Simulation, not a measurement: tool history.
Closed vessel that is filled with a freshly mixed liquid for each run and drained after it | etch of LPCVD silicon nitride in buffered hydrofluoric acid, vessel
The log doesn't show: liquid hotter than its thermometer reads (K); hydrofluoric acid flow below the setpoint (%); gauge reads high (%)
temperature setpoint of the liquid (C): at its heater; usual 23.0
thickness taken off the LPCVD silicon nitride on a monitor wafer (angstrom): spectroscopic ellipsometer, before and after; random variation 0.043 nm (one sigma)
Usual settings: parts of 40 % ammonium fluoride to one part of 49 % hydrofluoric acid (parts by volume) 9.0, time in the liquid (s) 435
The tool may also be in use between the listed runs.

run   hour  temperature setpoint of the liquid (C)  parts of 40 % ammonium fluoride to one part of 49 % hydrofluoric acid (parts by volume)  time in the liquid (s)  wafers since the last listed run  hours since the thermometer was replaced  hours since the hydrofluoric acid flow meter was replaced  hours since the gauge calibration  read-back film thickness of the LPCVD silicon nitride reference wafer, read on the same gauge (nm)  thickness taken off the LPCVD silicon nitride on a monitor wafer (angstrom)
  1    0.0                                    23.0                                                                                      9.0                     435                                 0                                    1531.7                                                      609.8                               57.9                                                                                               70.00                                                                         72.9
  2   16.9                                    24.5                                                                                      9.0                     605                              1783                                    1548.6                                                      626.7                               74.8                                                                                               70.00                                                                        110.2
  3   23.6                                    23.0                                                                                      9.0                     435                               707                                    1555.3                                                      633.4                               81.5                                                                                               70.03                                                                         72.5
  4   33.1                                    23.0                                                                                      9.0                     435                              1002                                    1564.8                                                      642.9                               91.0                                                                                               70.01                                                                         72.5
  5   39.8                                    23.0                                                                                      9.0                     435                               707                                    1571.5                                                      649.6                               97.7                                                                                               70.02                                                                         72.3
  6   50.5                                    23.0                                                                                      9.0                     435                              1129                                    1582.2                                                      660.3                              108.4                                                                                               70.02                                                                         72.1
  7   62.6                                    23.0                                                                                      9.0                     435                              1277                                    1594.3                                                      672.4                              120.5                                                                                               70.00                                                                         73.1
  8   80.4                                    25.0                                                                                      9.0                     435                              1878                                    1612.1                                                      690.2                              138.3                                                                                               69.96                                                                         80.6
  9   95.0                                    25.0                                                                                      9.0                     435                              1540                                    1626.7                                                      704.8                              152.9                                                                                               69.98                                                                         81.1
 10  107.3                                    23.0                                                                                      9.0                     350                              1298                                    1639.0                                                      717.1                              165.2                                                                                               70.00                                                                         58.8
 11  123.4                                    23.0                                                                                      9.0                     435                              1699                                    1655.1                                                      733.2                              181.3                                                                                               70.00                                                                         73.3
 12  132.3                                    23.0                                                                                      9.0                     435                               939                                    1664.0                                                      742.1                              190.2                                                                                               69.98                                                                         72.7
 13  147.9                                    23.0                                                                                      9.0                     435                              1646                                    1679.6                                                      757.7                              205.8                                                                                               69.96                                                                         73.4
 14  163.6                                    23.0                                                                                     10.5                     435                              1657                                    1695.3                                                      773.4                              221.5                                                                                               69.97                                                                         64.8
 15  175.8                                    21.5                                                                                      9.0                     620                              1287                                    1707.5                                                      785.6                              233.7                                                                                               69.98                                                                         96.4
     176.9  -- thermometer replaced
 16  192.7                                    19.0                                                                                      6.0                     195                              1678                                      15.8                                                      802.5                              250.6                                                                                               70.00                                                                         42.4
 17  199.8                                    23.0                                                                                     12.0                     435                               749                                      22.9                                                      809.6                              257.7                                                                                               70.07                                                                         61.8
 18  209.7                                    23.0                                                                                      9.0                     435                              1044                                      32.8                                                      819.5                              267.6                                                                                               70.03                                                                         78.5
 19  217.6                                    21.0                                                                                      7.5                     330                               833                                      40.7                                                      827.4                              275.5                                                                                               69.97                                                                         65.5
 20  225.5                                    26.5                                                                                      7.5                     435                               833                                      48.6                                                      835.3                              283.4                                                                                               70.03                                                                        114.4
 21  232.1                                    23.0                                                                                      9.0                     435                               696                                      55.2                                                      841.9                              290.0                                                                                               69.99                                                                         78.7
     241.4  -- hydrofluoric acid flow meter replaced
     244.4  -- thermometer replaced, repeated, since the last time left the tool worse
 22  249.6                                    23.0                                                                                     11.5                     190                              1635                                       5.2                                                        8.2                              307.5                                                                                               70.00                                                                         23.9
     252.0  -- gauge calibrated
 23  264.2                                    20.5                                                                                      6.0                     340                              1540                                      19.8                                                       22.8                               12.2                                                                                               70.01                                                                         68.5
 24  273.1                                    23.0                                                                                      9.0                     435                               939                                      28.7                                                       31.7                               21.1                                                                                               69.98                                                                         66.3
 25  290.5                                    27.0                                                                                     11.5                     595                              1836                                      46.1                                                       49.1                               38.5                                                                                               70.01                                                                         92.7
 26  301.9                                    23.0                                                                                      9.0                     540                              1203                                      57.5                                                       60.5                               49.9                                                                                               69.97                                                                         83.6
 27  315.3                                    23.0                                                                                      9.0                     435                              1414                                      70.9                                                       73.9                               63.3                                                                                               70.02                                                                         67.1
 28  321.5                                    20.5                                                                                      6.0                     340                               654                                      77.1                                                       80.1                               69.5                                                                                               69.97                                                                         68.5

How the hidden state differs across the entries between the runs, from the last listed run before each to the first after it:
Between runs 15 and 16: thermometer replaced (hour 176.9)
  liquid hotter than its thermometer reads (K): 1.87 -> 3.2
  measured less the result without the state, thickness taken off the LPCVD silicon nitride on a monitor wafer (angstrom): +9.4 -> +6.9
Between runs 21 and 22: hydrofluoric acid flow meter replaced (hour 241.4); thermometer replaced, repeated, since the last time left the tool worse (hour 244.4)
  liquid hotter than its thermometer reads (K): 3.24 -> 0.209
  measured less the result without the state, thickness taken off the LPCVD silicon nitride on a monitor wafer (angstrom): +12.7 -> +0.3
Between runs 22 and 23: gauge calibrated (hour 252.0)
  liquid hotter than its thermometer reads (K): 0.209 -> 0.224
  measured less the result without the state, thickness taken off the LPCVD silicon nitride on a monitor wafer (angstrom): +0.3 -> +0.8

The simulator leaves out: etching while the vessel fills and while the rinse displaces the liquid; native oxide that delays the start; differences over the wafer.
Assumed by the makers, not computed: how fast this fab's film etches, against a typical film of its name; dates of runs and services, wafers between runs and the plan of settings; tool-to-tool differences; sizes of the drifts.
